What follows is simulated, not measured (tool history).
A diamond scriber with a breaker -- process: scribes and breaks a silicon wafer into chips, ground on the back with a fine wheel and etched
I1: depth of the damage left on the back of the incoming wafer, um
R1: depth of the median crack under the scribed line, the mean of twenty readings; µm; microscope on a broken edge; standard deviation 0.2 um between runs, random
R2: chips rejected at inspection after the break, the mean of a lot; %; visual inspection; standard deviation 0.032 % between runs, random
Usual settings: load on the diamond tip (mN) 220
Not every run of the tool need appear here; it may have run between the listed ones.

Run 1, hour 0: usual settings; I1 0.47. Result: R1 14.93 µm, R2 0.63 %.
Run 2, hour 68.5: usual settings; I1 0.57. Result: R1 15.2 µm, R2 0.67 %.
Run 3, hour 135.8: usual settings; I1 0.31. Result: R1 15.1 µm, R2 0.64 %.
Run 4, hour 196: usual settings but load on the diamond tip (mN) 235; I1 0.66. Result: R1 15.82 µm, R2 1.51 %.
Run 5, hour 265: usual settings; I1 0.78. Result: R1 15.01 µm, R2 0.81 %.
Run 6, hour 304.9: usual settings but load on the diamond tip (mN) 251; I1 0.45. Result: R1 17.08 µm, R2 2.97 %.
Run 7, hour 362.6: usual settings but load on the diamond tip (mN) 251; I1 0.31. Result: R1 16.73 µm, R2 2.9 %.
At hour 376.8: diamond tip replaced by a new one, of another model than before.
Run 8, hour 407.3: usual settings but load on the diamond tip (mN) 251; I1 0.51. Result: R1 16.32 µm, R2 2 %.
Run 9, hour 473.8: usual settings; I1 0.75. Result: R1 15.17 µm, R2 0.76 %.
Run 10, hour 544.3: usual settings; I1 0.41. Result: R1 15.3 µm, R2 0.85 %.
Run 11, hour 597: usual settings but load on the diamond tip (mN) 159; I1 0.33. Result: R1 12.97 µm, R2 2.09 %.
Run 12, hour 664: usual settings but load on the diamond tip (mN) 272; I1 0.73. Result: R1 17.18 µm, R2 3.83 %.
Run 13, hour 711.4: usual settings but load on the diamond tip (mN) 175; I1 0.54. Result: R1 13.69 µm, R2 1.05 %.
Run 14, hour 740.6: usual settings; I1 0.49. Result: R1 15.52 µm, R2 0.96 %.
Run 15, hour 776.2: usual settings but load on the diamond tip (mN) 279; I1 0.46. Result: R1 17.21 µm, R2 4.84 %.
At hour 800.2: load on the tip recalibrated.
Run 16, hour 842.9: usual settings but load on the diamond tip (mN) 158; I1 0.47. Result: R1 12.14 µm, R2 4.98 %.

Run 17 has not been measured yet. What should we expect?
Run 17, hour 875.8: usual settings but load on the diamond tip (mN) 235; I1 0.44. Result: R1 ?, R2 ?.

Run 17 came out at R1 15.18 µm, R2 0.52 %.
Take away the tool's hidden state, keep the run-to-run variation as it was, and the same run would have given R1 15.4 µm, R2 0.62 %.

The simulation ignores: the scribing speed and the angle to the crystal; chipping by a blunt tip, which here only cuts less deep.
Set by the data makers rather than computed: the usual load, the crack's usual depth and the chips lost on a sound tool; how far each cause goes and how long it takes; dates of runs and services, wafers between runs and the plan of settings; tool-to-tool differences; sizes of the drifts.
